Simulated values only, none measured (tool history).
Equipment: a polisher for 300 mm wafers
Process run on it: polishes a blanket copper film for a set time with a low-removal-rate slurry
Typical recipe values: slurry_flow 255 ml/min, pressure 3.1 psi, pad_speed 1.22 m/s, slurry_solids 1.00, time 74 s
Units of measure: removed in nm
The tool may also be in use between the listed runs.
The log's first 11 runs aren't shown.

| run | hour | slurry_flow | pressure | pad_speed | slurry_solids | time | incoming thickness of the incoming film, nm | removed |
|---|---|---|---|---|---|---|---|---|
|  | 804.8 | head pressure recalibrated |
| 12 | 870.1 | 255 | 3.1 | 1.22 | 1.00 | 74 | 1175.9 | 320.6 |
| 13 | 944.8 | 255 | 3.1 | 1.22 | 1.00 | 74 | 1159.6 | 304.7 |
| 14 | 1052.3 | 255 | 3.1 | 1.22 | 1.00 | 62 | 1155.9 | 260.2 |
|  | 1072.0 | slurry nozzle cleaned |
| 15 | 1108.7 | 255 | 3.1 | 1.02 | 0.90 | 74 | 1159.8 | 257.7 |
|  | 1159.8 | worn pad replaced by a new one |
| 16 | 1203.0 | 255 | 2.7 | 1.22 | 1.00 | 74 | 1150.2 | 285.0 |
| 17 | 1294.4 | 255 | 3.1 | 0.92 | 0.70 | 74 | 1165.3 | 239.8 |
|  | 1305.6 | slurry blender recalibrated |
| 18 | 1340.2 | 290 | 2.7 | 1.22 | 1.00 | 74 | 1150.9 | 284.2 |
|  | 1361.3 | head pressure recalibrated |
| 19 | 1447.8 | 255 | 3.1 | 1.22 | 1.00 | 74 | 1150.9 | 315.8 |
| 20 | 1487.7 | 255 | 3.1 | 1.22 | 1.00 | 74 | 1183.4 | 311.8 |
| 21 | 1548.6 | 255 | 3.1 | 0.92 | 1.00 | 74 | 1165.5 | 243.4 |
| 22 | 1651.9 | 255 | 3.1 | 1.22 | 1.00 | 74 | 1165.1 | 313.8 |
| 23 | 1696.5 | 255 | 3.1 | 1.22 | 0.85 | 65 | 1142.4 | 260.3 |
|  | 1750.8 | worn pad replaced by a new one |
| 24 | 1752.0 | 305 | 3.4 | 1.22 | 0.75 | 50 | 1170.5 | 231.3 |
| 25 | 1801.6 | 255 | 3.5 | 1.22 | 1.25 | 74 | 1159.0 | 380.5 |
|  | 1859.0 | slurry blender recalibrated |
|  | 1866.3 | head pressure recalibrated |
|  | 1875.1 | slurry nozzle cleaned |
| 26 | 1882.9 | 215 | 3.1 | 1.22 | 1.10 | 100 | 1149.6 | 426.5 |
| 27 | 1945.4 | 255 | 3.1 | 1.08 | 0.70 | 74 | 1147.8 | 271.1 |
| 28 | 2028.7 | 255 | 2.8 | 1.22 | 1.00 | 74 | 1159.3 | 287.4 |
| 29 | 2072.6 | 330 | 3.1 | 1.22 | 1.00 | 53 | 1153.8 | 225.5 |
| 30 | 2168.6 | 255 | 3.1 | 1.22 | 1.10 | 94 | 1184.1 | 407.0 |
|  | 2265.9 | worn pad replaced by a new one |
| 31 | 2270.2 | 255 | 3.1 | 1.22 | 0.75 | 81 | 1148.3 | 332.8 |

Alternative continuations, all from the tool just after run 31; predict every row:
| A | 2270.6 | 255 | 3.1 | 1.22 | 1.00 | 74 | 1140.3 | ? |
| B | 2270.6 | 255 | 3.1 | 1.22 | 0.80 | 74 | 1140.3 | ? |
| C | 2270.6 | 255 | 2.8 | 1.22 | 1.00 | 100 | 1140.3 | ? |

| run | removed |
|---|---|
| A | 318.9 |
| B | 306.8 |
| C | 389.3 |
With the hidden condition removed and each run's random variation left untouched, the same runs would have given:
| run | removed |
|---|---|
| A | 322.0 |
| B | 309.7 |
| C | 393.1 |
